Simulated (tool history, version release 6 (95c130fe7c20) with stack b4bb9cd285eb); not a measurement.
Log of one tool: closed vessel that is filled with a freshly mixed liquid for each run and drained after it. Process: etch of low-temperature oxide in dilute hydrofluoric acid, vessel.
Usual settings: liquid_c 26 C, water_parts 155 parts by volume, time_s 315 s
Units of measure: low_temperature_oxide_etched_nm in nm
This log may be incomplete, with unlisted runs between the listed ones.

| run | hour | liquid_c | water_parts | time_s | read-back film thickness of the low-temperature oxide reference wafer, read on the same gauge (nm) | low_temperature_oxide_etched_nm |
|---|---|---|---|---|---|---|
| 1 | 0 | 29.5 | 155 | 315 | 110.02 | 61.01 |
| 2 | 16.4 | 26 | 155 | 315 | 109.98 | 53.71 |
| 3 | 26.4 | 26 | 155 | 315 | 109.97 | 53.44 |
| 4 | 36.8 | 26 | 215 | 315 | 109.98 | 35.98 |
| 5 | 51.4 | 26 | 215 | 315 | 110.02 | 36.32 |
| 6 | 64 | 26 | 155 | 315 | 109.99 | 53.67 |
| 7 | 79 | 26 | 155 | 315 | 110.01 | 53.95 |
| 8 | 91.1 | 25 | 155 | 315 | 109.99 | 51.61 |
|  | 105.9 | thermometer replaced |
| 9 | 107.3 | 25 | 155 | 315 | 109.99 | 52.25 |
| 10 | 117.3 | 25 | 155 | 315 | 109.97 | 52 |
|  | 126.4 | gauge calibrated |
| 11 | 148 | 26 | 155 | 315 | 109.99 | 53.73 |
| 12 | 158.2 | 26 | 185 | 195 | 110.02 | 27.25 |
| 13 | 167.7 | 26 | 155 | 315 | 110 | 54.09 |
| 14 | 182.9 | 30.5 | 95 | 170 | 109.96 | 60.63 |
| 15 | 197.5 | 21 | 220 | 175 | 110 | 16.37 |
| 16 | 209.5 | 26 | 155 | 315 | 109.99 | 54.46 |
|  | 212.9 | hydrofluoric acid flow meter replaced |
| 17 | 219.1 | 21.5 | 125 | 315 | 109.97 | 57.27 |
| 18 | 225.7 | 29.5 | 100 | 440 | 110.03 | 140.22 |
| 19 | 232.2 | 26 | 155 | 430 | 109.97 | 72.23 |
| 20 | 242.1 | 21 | 105 | 460 | 109.97 | 99.41 |
| 21 | 255.1 | 28 | 195 | 315 | 110.04 | 43.04 |
| 22 | 263.1 | 26 | 155 | 315 | 110 | 52.62 |
| 23 | 272.9 | 26 | 155 | 410 | 110 | 69.11 |
| 24 | 289.2 | 26 | 155 | 315 | 110.01 | 52.74 |
| 25 | 307.1 | 22 | 95 | 255 | 109.99 | 64.06 |
| 26 | 317.7 | 23 | 210 | 315 | 109.99 | 32.94 |
| 27 | 333.3 | 26 | 155 | 215 | 109.97 | 36.17 |
| 28 | 342.9 | 26 | 205 | 315 | 110.01 | 38.12 |
| 29 | 385.9 | 24.5 | 130 | 445 | 110 | 87.49 |
| 30 | 403.6 | 24 | 135 | 225 | 109.99 | 41.5 |
| 31 | 418.8 | 26 | 155 | 315 | 109.96 | 53.5 |

Subtracting, for every run, the result it would have given without the tool's unlogged condition from the measured result gives the following. The same run-to-run variation enters both numbers; the gauge's scatter may not:
The tool's hidden condition here consists of: liquid colder than its thermometer reads (K); hydrofluoric acid flow above the setpoint (%); gauge reads high (%).
| run | low_temperature_oxide_etched_nm |
|---|---|
| 1 | +1.23 |
| 2 | +1.13 |
| 3 | +1.16 |
| 4 | +0.85 |
| 5 | +0.88 |
| 6 | +1.3 |
| 7 | +1.36 |
| 8 | +1.33 |
| 9 | +1.41 |
| 10 | +1.43 |
| 11 | +1.59 |
| 12 | +0.84 |
| 13 | +1.67 |
| 14 | +1.86 |
| 15 | +0.55 |
| 16 | +1.83 |
| 17 | +0.23 |
| 18 | +0.64 |
| 19 | +0.37 |
| 20 | +0.55 |
| 21 | +0.29 |
| 22 | +0.39 |
| 23 | +0.54 |
| 24 | +0.47 |
| 25 | +0.62 |
| 26 | +0.37 |
| 27 | +0.44 |
| 28 | +0.49 |
| 29 | +1.32 |
| 30 | +0.67 |
| 31 | +0.94 |
